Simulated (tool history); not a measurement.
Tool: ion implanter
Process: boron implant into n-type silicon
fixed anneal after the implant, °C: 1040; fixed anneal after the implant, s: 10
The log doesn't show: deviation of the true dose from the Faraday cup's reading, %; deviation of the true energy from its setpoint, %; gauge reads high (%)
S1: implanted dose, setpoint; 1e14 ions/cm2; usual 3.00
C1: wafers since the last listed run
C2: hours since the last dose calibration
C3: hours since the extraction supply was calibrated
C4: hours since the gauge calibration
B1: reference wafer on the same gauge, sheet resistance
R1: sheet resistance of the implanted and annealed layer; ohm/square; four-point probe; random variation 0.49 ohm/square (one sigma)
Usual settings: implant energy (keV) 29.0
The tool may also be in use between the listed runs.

Run 1, hour 0.0: usual settings but S1 2.63 1e14 ions/cm2; C1 0; C2 1366.8; C3 5219.7; C4 417.0; B1 389.04. Result: R1 355.75 ohm/square.
Run 2, hour 62.2: usual settings; C1 1168; C2 1429.0; C3 5281.9; C4 479.2; B1 388.95. Result: R1 319.42 ohm/square.
Run 3, hour 93.3: usual settings but implant energy (keV) 34.5; C1 584; C2 1460.1; C3 5313.0; C4 510.3; B1 389.05. Result: R1 313.02 ohm/square.
Run 4, hour 117.4: usual settings but implant energy (keV) 34.5; C1 452; C2 1484.2; C3 5337.1; C4 534.4; B1 388.94. Result: R1 312.03 ohm/square.
Run 5, hour 149.1: usual settings; C1 595; C2 1515.9; C3 5368.8; C4 566.1; B1 389.02. Result: R1 317.63 ohm/square.
Run 6, hour 165.7: usual settings; C1 311; C2 1532.5; C3 5385.4; C4 582.7; B1 389.09. Result: R1 318.11 ohm/square.
Run 7, hour 189.0: usual settings; C1 437; C2 1555.8; C3 5408.7; C4 606.0; B1 389.03. Result: R1 318.56 ohm/square.
Run 8, hour 206.9: usual settings; C1 336; C2 1573.7; C3 5426.6; C4 623.9; B1 388.92. Result: R1 318.50 ohm/square.
Run 9, hour 220.4: usual settings but S1 2.53 1e14 ions/cm2; C1 253; C2 1587.2; C3 5440.1; C4 637.4; B1 388.93. Result: R1 364.91 ohm/square.
Run 10, hour 245.0: usual settings but S1 2.53 1e14 ions/cm2; C1 462; C2 1611.8; C3 5464.7; C4 662.0; B1 388.98. Result: R1 364.83 ohm/square.
Run 11, hour 267.9: usual settings but implant energy (keV) 36.5; C1 430; C2 1634.7; C3 5487.6; C4 684.9; B1 389.08. Result: R1 310.89 ohm/square.
Run 12, hour 301.2: usual settings but implant energy (keV) 36.5; C1 625; C2 1668.0; C3 5520.9; C4 718.2; B1 389.11. Result: R1 310.58 ohm/square.
Run 13, hour 314.7: usual settings but implant energy (keV) 36.5; C1 253; C2 1681.5; C3 5534.4; C4 731.7; B1 389.15. Result: R1 310.59 ohm/square.
At hour 336.3: Faraday cup replaced and dose calibrated.
Run 14, hour 350.3: usual settings; C1 518; C2 14.0; C3 5570.0; C4 767.3; B1 388.91. Result: R1 323.66 ohm/square.
Run 15, hour 380.2: usual settings but S1 3.77 1e14 ions/cm2, implant energy (keV) 34.5; C1 561; C2 43.9; C3 5599.9; C4 797.2; B1 389.10. Result: R1 265.11 ohm/square.

Run 16 comes next. What will it give?
At hour 473.3: extraction supply calibrated.
Run 16, hour 483.8: usual settings but S1 3.36 1e14 ions/cm2; C1 1796; C2 147.5; C3 10.5; C4 900.8; B1 ?. Result: R1 ?.

B1: 388.89
R1: 295.53 ohm/square
Without the tool's hidden state the same run would have given R1 295.79 ohm/square.

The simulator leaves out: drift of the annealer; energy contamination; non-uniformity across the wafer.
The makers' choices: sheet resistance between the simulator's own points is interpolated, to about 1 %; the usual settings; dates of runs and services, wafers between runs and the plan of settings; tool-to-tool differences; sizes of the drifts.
